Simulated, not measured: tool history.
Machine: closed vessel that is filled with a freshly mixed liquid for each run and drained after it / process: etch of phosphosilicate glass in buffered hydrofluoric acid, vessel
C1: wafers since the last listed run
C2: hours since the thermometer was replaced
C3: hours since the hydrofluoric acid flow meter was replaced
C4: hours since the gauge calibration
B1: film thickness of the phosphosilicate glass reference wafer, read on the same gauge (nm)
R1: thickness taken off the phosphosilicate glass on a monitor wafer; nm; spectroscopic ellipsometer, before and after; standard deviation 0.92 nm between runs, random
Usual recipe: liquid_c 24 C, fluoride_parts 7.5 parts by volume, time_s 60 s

Run 1, hour 0: usual settings; C1 0; C2 2754; C3 886.2; C4 156; B1 130. Result: R1 231.91 nm.
Run 2, hour 36.8: usual settings; C1 4717; C2 2790.8; C3 923; C4 192.8; B1 130. Result: R1 229.15 nm.
Run 3, hour 45.5: usual settings; C1 1115; C2 2799.5; C3 931.7; C4 201.5; B1 130.02. Result: R1 232.09 nm.
Run 4, hour 60: usual settings; C1 1858; C2 2814; C3 946.2; C4 216; B1 130.04. Result: R1 230.93 nm.
Run 5, hour 67.1: usual settings; C1 910; C2 2821.1; C3 953.3; C4 223.1; B1 129.98. Result: R1 231.45 nm.
Run 6, hour 75.8: usual settings; C1 1115; C2 2829.8; C3 962; C4 231.8; B1 129.99. Result: R1 229.23 nm.
Run 7, hour 92.5: usual settings but liquid_c 22.5 C; C1 2140; C2 2846.5; C3 978.7; C4 248.5; B1 130.02. Result: R1 211.9 nm.
Run 8, hour 110: usual settings but fluoride_parts 5.5 parts by volume; C1 2243; C2 2864; C3 996.2; C4 266; B1 130.01. Result: R1 307.48 nm.
Run 9, hour 116.8: usual settings but fluoride_parts 5.5 parts by volume; C1 871; C2 2870.8; C3 1003; C4 272.8; B1 129.98. Result: R1 308.05 nm.
Run 10, hour 134: usual settings but fluoride_parts 5.5 parts by volume; C1 2205; C2 2888; C3 1020.2; C4 290; B1 130.03. Result: R1 307.92 nm.
At hour 139.6: thermometer replaced.
Run 11, hour 151.3: usual settings; C1 2089; C2 11.7; C3 1037.5; C4 307.3; B1 129.94. Result: R1 230.32 nm.
Run 12, hour 163.4: usual settings; C1 1551; C2 23.8; C3 1049.6; C4 319.4; B1 130.05. Result: R1 229.86 nm.
Run 13, hour 171.1: usual settings but fluoride_parts 9 parts by volume; C1 987; C2 31.5; C3 1057.3; C4 327.1; B1 130.02. Result: R1 192.71 nm.
At hour 176.3: hydrofluoric acid flow meter replaced.
Run 14, hour 186.6: usual settings but fluoride_parts 9 parts by volume; C1 1858; C2 47; C3 10.3; C4 342.6; B1 129.97. Result: R1 195.44 nm.
At hour 198: gauge calibrated.
Run 15, hour 202.6: usual settings but time_s 85 s; C1 2051; C2 63; C3 26.3; C4 4.6; B1 129.99. Result: R1 337.27 nm.
Run 16, hour 211.9: usual settings; C1 1192; C2 72.3; C3 35.6; C4 13.9; B1 130.02. Result: R1 235.89 nm.
Run 17, hour 257.9: usual settings but liquid_c 28.5 C, fluoride_parts 10.5 parts by volume, time_s 80 s; C1 5897; C2 118.3; C3 81.6; C4 59.9; B1 129.94. Result: R1 294.56 nm.
Run 18, hour 269.8: usual settings but liquid_c 27.5 C, time_s 95 s; C1 1525; C2 130.2; C3 93.5; C4 71.8; B1 130.03. Result: R1 453.51 nm.
Run 19, hour 281: usual settings but liquid_c 27.5 C, fluoride_parts 6 parts by volume, time_s 80 s; C1 1435; C2 141.4; C3 104.7; C4 83; B1 129.98. Result: R1 469.67 nm.
Run 20, hour 293.3: usual settings but liquid_c 25.5 C, time_s 50 s; C1 1576; C2 153.7; C3 117; C4 95.3; B1 130.04. Result: R1 214.01 nm.
Run 21, hour 309.8: usual settings but fluoride_parts 10.5 parts by volume, time_s 85 s; C1 2115; C2 170.2; C3 133.5; C4 111.8; B1 130.02. Result: R1 246.83 nm.
Run 22, hour 325.6: usual settings but liquid_c 26.5 C, fluoride_parts 5.5 parts by volume, time_s 30 s; C1 2025; C2 186; C3 149.3; C4 127.6; B1 129.94. Result: R1 180.42 nm.
Run 23, hour 338.7: usual settings but time_s 40 s; C1 1679; C2 199.1; C3 162.4; C4 140.7; B1 130.03. Result: R1 158.31 nm.
Run 24, hour 350.7: usual settings but liquid_c 26 C, time_s 35 s; C1 1538; C2 211.1; C3 174.4; C4 152.7; B1 129.97. Result: R1 153.92 nm.
Run 25, hour 362.4: usual settings but fluoride_parts 9.5 parts by volume; C1 1499; C2 222.8; C3 186.1; C4 164.4; B1 130.01. Result: R1 187.88 nm.
Run 26, hour 368.4: usual settings but liquid_c 20.5 C; C1 769; C2 228.8; C3 192.1; C4 170.4; B1 130.01. Result: R1 195.59 nm.
Run 27, hour 377: usual settings but fluoride_parts 5.5 parts by volume; C1 1102; C2 237.4; C3 200.7; C4 179; B1 130.01. Result: R1 315.66 nm.
Run 28, hour 384: usual settings but fluoride_parts 9.5 parts by volume, time_s 90 s; C1 897; C2 244.4; C3 207.7; C4 186; B1 129.98. Result: R1 282.34 nm.
Run 29, hour 401.9: usual settings; C1 2294; C2 262.3; C3 225.6; C4 203.9; B1 129.96. Result: R1 236.41 nm.
Run 30, hour 418.7: usual settings but liquid_c 27 C, fluoride_parts 5.5 parts by volume, time_s 30 s; C1 2153; C2 279.1; C3 242.4; C4 220.7; B1 130.02. Result: R1 184.04 nm.
Run 31, hour 429.6: usual settings but liquid_c 19.5 C, fluoride_parts 6.5 parts by volume, time_s 30 s; C1 1397; C2 290; C3 253.3; C4 231.6; B1 129.98. Result: R1 105.42 nm.
Run 32, hour 442.3: usual settings but time_s 70 s; C1 1628; C2 302.7; C3 266; C4 244.3; B1 129.99. Result: R1 274.54 nm.
Run 33, hour 453.9: usual settings but liquid_c 28 C, fluoride_parts 9 parts by volume, time_s 90 s; C1 1487; C2 314.3; C3 277.6; C4 255.9; B1 130. Result: R1 363.35 nm.

Hidden state at the last listed run before each entry between runs and at the first one after, where it differs:
From run 10 to run 11: thermometer replaced (hour 139.6)
  hydrofluoric acid flow below the setpoint (%): 3.15 -> 3.21
  measured result minus the result with no hidden state, R1: -8.46 -> -8.24 nm
From run 13 to run 14: hydrofluoric acid flow meter replaced (hour 176.3)
  hydrofluoric acid flow below the setpoint (%): 3.26 -> 0.0697
  measured result minus the result with no hidden state, R1: -4.06 -> -0.09 nm
From run 14 to run 15: gauge calibrated (hour 198)
  hydrofluoric acid flow below the setpoint (%): 0.0697 -> 0.117
  measured result minus the result with no hidden state, R1: -0.09 -> -0.43 nm
